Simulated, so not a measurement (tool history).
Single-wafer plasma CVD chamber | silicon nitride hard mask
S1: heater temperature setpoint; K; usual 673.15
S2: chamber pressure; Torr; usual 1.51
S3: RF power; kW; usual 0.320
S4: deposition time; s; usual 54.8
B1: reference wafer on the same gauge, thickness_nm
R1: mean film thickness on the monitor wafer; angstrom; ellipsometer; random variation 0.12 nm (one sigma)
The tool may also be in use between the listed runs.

{"run": 1, "hour": 0.0, "S1": 673.15, "S2": 1.51, "S3": 0.32, "S4": 54.8, "B1": 77.667, "R1": 621.85}
{"run": 2, "hour": 13.2, "S1": 673.15, "S2": 1.51, "S3": 0.32, "S4": 54.8, "B1": 77.733, "R1": 621.35}
{"run": 3, "hour": 20.7, "S1": 673.15, "S2": 1.51, "S3": 0.32, "S4": 54.8, "B1": 77.687, "R1": 621.37}
{"run": 4, "hour": 36.9, "S1": 673.15, "S2": 1.51, "S3": 0.32, "S4": 54.8, "B1": 77.732, "R1": 623.04}
{"run": 5, "hour": 43.9, "S1": 673.15, "S2": 1.51, "S3": 0.32, "S4": 54.8, "B1": 77.704, "R1": 621.57}
{"run": 6, "hour": 59.6, "S1": 673.15, "S2": 1.51, "S3": 0.32, "S4": 54.8, "B1": 77.712, "R1": 620.25}
{"run": 7, "hour": 70.0, "S1": 673.15, "S2": 1.33, "S3": 0.32, "S4": 54.8, "B1": 77.712, "R1": 596.5}
{"run": 8, "hour": 80.6, "S1": 673.15, "S2": 1.33, "S3": 0.32, "S4": 54.8, "B1": 77.752, "R1": 595.81}
{"run": 9, "hour": 91.9, "S1": 673.15, "S2": 1.33, "S3": 0.32, "S4": 54.8, "B1": 77.699, "R1": 598.58}
{"run": 10, "hour": 102.5, "S1": 673.15, "S2": 1.51, "S3": 0.36, "S4": 54.8, "B1": 77.717, "R1": 683.07}
{"run": 11, "hour": 119.1, "S1": 673.15, "S2": 1.51, "S3": 0.32, "S4": 54.8, "B1": 77.741, "R1": 620.39}
{"run": 12, "hour": 126.8, "S1": 673.15, "S2": 1.51, "S3": 0.37, "S4": 54.8, "B1": 77.681, "R1": 697.18}
{"hour": 145.9, "done": "capacitance manometer re-zeroed and calibrated"}
{"hour": 146.2, "done": "RF generator calibrated"}
{"run": 13, "hour": 159.2, "S1": 673.15, "S2": 1.64, "S3": 0.32, "S4": 49.1, "B1": 77.696, "R1": 614.38}
{"run": 14, "hour": 172.4, "S1": 673.15, "S2": 1.51, "S3": 0.32, "S4": 54.8, "B1": 77.67, "R1": 668.39}
{"run": 15, "hour": 184.3, "S1": 673.15, "S2": 1.51, "S3": 0.32, "S4": 54.8, "B1": 77.726, "R1": 666.17}
{"hour": 197.8, "done": "gauge calibrated"}
{"run": 16, "hour": 199.4, "S1": 663.15, "S2": 1.51, "S3": 0.32, "S4": 51.9, "B1": 77.735, "R1": 633.62}
{"run": 17, "hour": 215.0, "S1": 673.15, "S2": 1.51, "S3": 0.32, "S4": 54.8, "B1": 77.719, "R1": 666.89}
{"run": 18, "hour": 225.0, "S1": 682.15, "S2": 1.87, "S3": 0.3, "S4": 45.8, "B1": 77.681, "R1": 556.44}
{"hour": 235.7, "done": "showerhead replaced"}
{"hour": 236.1, "done": "thermocouple changed; heater temperature recalibrated"}
{"run": 19, "hour": 239.9, "S1": 677.15, "S2": 1.63, "S3": 0.32, "S4": 58.7, "B1": 77.64, "R1": 727.46}
{"run": 20, "hour": 253.0, "S1": 662.15, "S2": 1.29, "S3": 0.28, "S4": 46.1, "B1": 77.643, "R1": 477.95}
{"run": 21, "hour": 262.7, "S1": 673.15, "S2": 1.51, "S3": 0.365, "S4": 61.8, "B1": 77.692, "R1": 827.69}
{"run": 22, "hour": 279.0, "S1": 673.15, "S2": 1.51, "S3": 0.37, "S4": 54.8, "B1": 77.685, "R1": 739.1}
{"run": 23, "hour": 292.7, "S1": 684.15, "S2": 1.83, "S3": 0.32, "S4": 58.2, "B1": 77.67, "R1": 738.22}

Forecast run 24:
{"run": 24, "hour": 300.8, "S1": 673.15, "S2": 1.51, "S3": 0.32, "S4": 54.8, "B1": "?", "R1": "?"}

B1: 77.717
R1: 660.42 angstrom
Without the tool's hidden state the same run would have given R1 671.33 angstrom.
